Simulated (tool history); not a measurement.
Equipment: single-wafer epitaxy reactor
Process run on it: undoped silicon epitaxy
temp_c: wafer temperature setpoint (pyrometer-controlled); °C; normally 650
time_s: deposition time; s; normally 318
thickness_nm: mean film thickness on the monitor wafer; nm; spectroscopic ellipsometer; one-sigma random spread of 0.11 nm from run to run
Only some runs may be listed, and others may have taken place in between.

run	hour	temp_c	time_s	read-back reference wafer on the same gauge, thickness_nm	thickness_nm
1	0.0	650	318	42.992	52.447
2	13.3	650	318	42.976	52.489
3	38.4	650	318	42.958	52.723
4	69.5	650	318	42.997	52.749
5	145.4	650	318	42.970	52.836
6	166.2	650	318	43.015	52.798
7	199.2	650	318	43.020	53.052
8	234.2	650	271	42.980	45.019
9	263.3	650	271	42.987	45.350
# hour 292.8: pyrometer calibrated
10	293.3	662	279	43.002	55.080
11	303.3	662	279	43.034	55.417
12	315.7	662	279	42.984	55.289
13	343.6	650	318	43.001	49.831
# hour 359.7: gauge calibrated
14	379.3	650	365	43.011	57.196
15	404.1	650	365	43.032	57.042
16	425.8	641	284	43.026	37.370
17	460.9	650	344	42.984	54.138
18	492.5	650	318	43.012	50.133
19	525.7	640	361	43.019	46.729
20	548.4	645	264	43.022	37.879
21	568.8	661	271	42.992	52.853
22	587.8	650	261	43.002	41.105
23	622.8	650	362	42.969	57.455
24	635.3	650	318	42.990	50.249
25	668.5	644	318	43.010	44.696
26	695.7	659	256	42.955	48.345
27	727.6	658	267	43.015	49.246
28	754.1	644	366	43.018	51.607
29	777.2	650	318	42.980	50.434
30	805.4	650	365	42.984	57.988

Predict each of these 5 candidate next runs independently; none follows another, all start after run 30:
A	805.9	650	340	?	?
B	805.9	640	290	?	?
C	805.9	661	278	?	?
D	805.9	645	369	?	?
E	805.9	661	262	?	?

run	read-back reference wafer on the same gauge, thickness_nm	thickness_nm
A	42.977	54.082
B	42.977	37.899
C	42.977	54.652
D	42.977	53.227
E	42.977	51.507
With no hidden state in the tool, these same runs would have given:
run	thickness_nm
A	53.801
B	37.698
C	54.374
D	52.948
E	51.244

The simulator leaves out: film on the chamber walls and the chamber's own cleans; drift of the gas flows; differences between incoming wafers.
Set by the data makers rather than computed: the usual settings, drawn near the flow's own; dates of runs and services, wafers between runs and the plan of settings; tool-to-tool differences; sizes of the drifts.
